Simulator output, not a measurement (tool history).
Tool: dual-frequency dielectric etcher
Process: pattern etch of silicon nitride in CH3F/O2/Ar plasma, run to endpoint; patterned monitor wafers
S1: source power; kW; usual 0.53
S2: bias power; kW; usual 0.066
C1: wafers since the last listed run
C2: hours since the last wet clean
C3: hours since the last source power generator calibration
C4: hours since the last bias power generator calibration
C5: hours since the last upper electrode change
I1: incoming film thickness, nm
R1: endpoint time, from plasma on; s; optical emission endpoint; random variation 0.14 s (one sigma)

run   hour    S1     S2   C1     C2      C3      C4      C5     I1    R1
  1      0  0.43  0.066    0  203.1  3525.1  3672.9  6075.6   37.9  50.2
  2   51.6  0.43  0.066  627  254.7  3576.7  3724.5  6127.2  37.85    50
  3     90  0.43  0.066  467  293.1  3615.1  3762.9  6165.6  37.85    50
  4  153.2  0.61  0.066  769  356.3  3678.3  3826.1  6228.8  37.45  41.4
  5  219.1  0.53  0.066  801  422.2  3744.2    3892  6294.7  37.56  44.4
     261.5  -- bias power generator calibrated
  6  265.6  0.53  0.066  517  468.7  3790.7     4.1  6341.2  37.72  44.5
     312.9  -- source power generator calibrated
     335.9  -- upper electrode replaced
     353.5  -- wet clean of the chamber
  7    354  0.53  0.066  532    0.5    41.1    92.5    18.1  37.55  45.5
  8  367.6  0.49  0.066  165   14.1    54.7   106.1    31.7   37.5    47
  9  433.6  0.49  0.066  803   80.1   120.7   172.1    97.7  37.43  46.7
 10  483.3  0.61  0.081  604  129.8   170.4   221.8   147.4  37.57  38.7
 11    540  0.47  0.076  689  186.5   227.1   278.5   204.1  37.95  45.4
 12  572.5  0.46  0.066  395    219   259.6     311   236.6  37.87  48.4
 13  608.7  0.63  0.073  440  255.2   295.8   347.2   272.8  37.52  39.5
 14  679.6  0.41   0.08  862  326.1   366.7   418.1   343.7  37.85    47

The next listed run, before its measurement:
 15  722.8  0.53  0.077  525  369.3  409.9  461.3  386.9  38.23   ?

{"run 15": {"R1": 42.4}}
Without the tool's hidden state the same run would have given R1 43.4 s.
